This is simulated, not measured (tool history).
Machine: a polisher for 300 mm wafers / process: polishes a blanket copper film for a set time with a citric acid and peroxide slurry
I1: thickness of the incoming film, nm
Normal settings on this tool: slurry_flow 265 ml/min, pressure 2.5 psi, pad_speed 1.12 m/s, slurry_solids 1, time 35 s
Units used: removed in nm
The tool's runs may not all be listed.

run 1 day=0 | slurry_flow=265 pressure=2.5 pad_speed=1.12 slurry_solids=1 time=35 | I1=1210 | removed=82.6
run 2 day=0.562 | slurry_flow=265 pressure=2.5 pad_speed=1.12 slurry_solids=1 time=35 | I1=1195.5 | removed=82.5
run 3 day=1.046 | slurry_flow=265 pressure=2.5 pad_speed=1.12 slurry_solids=1 time=35 | I1=1220.7 | removed=83.9
run 4 day=1.583 | slurry_flow=265 pressure=2.5 pad_speed=1.12 slurry_solids=1 time=35 | I1=1190.7 | removed=83.3
run 5 day=2.267 | slurry_flow=265 pressure=2.5 pad_speed=1.12 slurry_solids=1 time=35 | I1=1206 | removed=84.1
run 6 day=2.704 | slurry_flow=265 pressure=2.5 pad_speed=1.12 slurry_solids=1 time=35 | I1=1210 | removed=82.9
-- day=3.196 worn pad replaced by a new one
run 7 day=3.217 | slurry_flow=265 pressure=2.5 pad_speed=1.12 slurry_solids=1 time=35 | I1=1202.6 | removed=84.2
run 8 day=3.704 | slurry_flow=265 pressure=2.5 pad_speed=1.12 slurry_solids=1 time=35 | I1=1208 | removed=83.5
run 9 day=3.954 | slurry_flow=265 pressure=3 pad_speed=1.12 slurry_solids=1.1 time=35 | I1=1218.7 | removed=95.1
run 10 day=4.358 | slurry_flow=240 pressure=2.5 pad_speed=0.82 slurry_solids=1.1 time=35 | I1=1210.9 | removed=61.7
run 11 day=4.808 | slurry_flow=265 pressure=2.5 pad_speed=1.12 slurry_solids=1 time=35 | I1=1205.3 | removed=84.4
run 12 day=5.467 | slurry_flow=195 pressure=2.5 pad_speed=0.98 slurry_solids=1 time=23 | I1=1185.8 | removed=46.2
run 13 day=5.85 | slurry_flow=265 pressure=2.5 pad_speed=1.12 slurry_solids=1 time=35 | I1=1214.9 | removed=84.2
run 14 day=6.125 | slurry_flow=265 pressure=2.5 pad_speed=1.12 slurry_solids=1 time=35 | I1=1189 | removed=83.3
run 15 day=6.512 | slurry_flow=265 pressure=2.5 pad_speed=1.12 slurry_solids=1.25 time=42 | I1=1219.9 | removed=105.3
run 16 day=7.208 | slurry_flow=265 pressure=2.5 pad_speed=1.12 slurry_solids=1 time=30 | I1=1208.9 | removed=70.6
-- day=7.558 worn pad replaced by a new one
run 17 day=7.821 | slurry_flow=265 pressure=2.9 pad_speed=1.12 slurry_solids=0.85 time=35 | I1=1203.3 | removed=87.6
-- day=7.925 slurry nozzle cleaned
run 18 day=8.25 | slurry_flow=265 pressure=1.7 pad_speed=1.12 slurry_solids=1 time=35 | I1=1218.5 | removed=66.8
run 19 day=8.975 | slurry_flow=350 pressure=3.1 pad_speed=1.12 slurry_solids=0.8 time=35 | I1=1205 | removed=94.3
run 20 day=9.721 | slurry_flow=185 pressure=2.8 pad_speed=1.12 slurry_solids=1.1 time=24 | I1=1199 | removed=60.2
run 21 day=10.392 | slurry_flow=265 pressure=2.5 pad_speed=1.12 slurry_solids=1 time=35 | I1=1215.6 | removed=84.1
run 22 day=10.979 | slurry_flow=265 pressure=2.5 pad_speed=1.12 slurry_solids=1 time=35 | I1=1195.8 | removed=83.5
-- day=11.271 worn pad replaced by a new one
run 23 day=11.379 | slurry_flow=265 pressure=2.5 pad_speed=1.12 slurry_solids=1 time=35 | I1=1226.6 | removed=82.9
run 24 day=11.996 | slurry_flow=265 pressure=2.1 pad_speed=1.12 slurry_solids=0.8 time=42 | I1=1173.1 | removed=86.5
-- day=12.154 slurry blender recalibrated
run 25 day=12.408 | slurry_flow=265 pressure=3 pad_speed=0.92 slurry_solids=1 time=35 | I1=1200.6 | removed=76.9
run 26 day=12.679 | slurry_flow=265 pressure=2.5 pad_speed=1.12 slurry_solids=1 time=28 | I1=1204.6 | removed=66.1
run 27 day=13.162 | slurry_flow=310 pressure=2.5 pad_speed=1.5 slurry_solids=1.1 time=35 | I1=1207.7 | removed=116.3
run 28 day=13.638 | slurry_flow=265 pressure=3.1 pad_speed=0.96 slurry_solids=1 time=29 | I1=1202.7 | removed=68.3
run 29 day=14.112 | slurry_flow=265 pressure=2.5 pad_speed=1.42 slurry_solids=1 time=41 | I1=1200.3 | removed=121.5
run 30 day=14.629 | slurry_flow=265 pressure=2.5 pad_speed=1.12 slurry_solids=1.3 time=27 | I1=1189.6 | removed=67.3

Here are 4 independent what-if runs from the current tool condition. What would each one return?
run A day=14.646 | slurry_flow=320 pressure=2.5 pad_speed=1.12 slurry_solids=1 time=35 | I1=1194.5 | removed=?
run B day=14.646 | slurry_flow=350 pressure=3.1 pad_speed=0.8 slurry_solids=0.85 time=35 | I1=1194.5 | removed=?
run C day=14.646 | slurry_flow=265 pressure=2.1 pad_speed=1.12 slurry_solids=0.8 time=28 | I1=1194.5 | removed=?
run D day=14.646 | slurry_flow=265 pressure=1.9 pad_speed=1.12 slurry_solids=1 time=35 | I1=1194.5 | removed=?

run=A removed=85.7
run=B removed=69.1
run=C removed=58
run=D removed=71.7
Without the tool's unlogged condition, the same runs would have read:
run=A removed=85.7
run=B removed=69.1
run=C removed=58
run=D removed=71.7

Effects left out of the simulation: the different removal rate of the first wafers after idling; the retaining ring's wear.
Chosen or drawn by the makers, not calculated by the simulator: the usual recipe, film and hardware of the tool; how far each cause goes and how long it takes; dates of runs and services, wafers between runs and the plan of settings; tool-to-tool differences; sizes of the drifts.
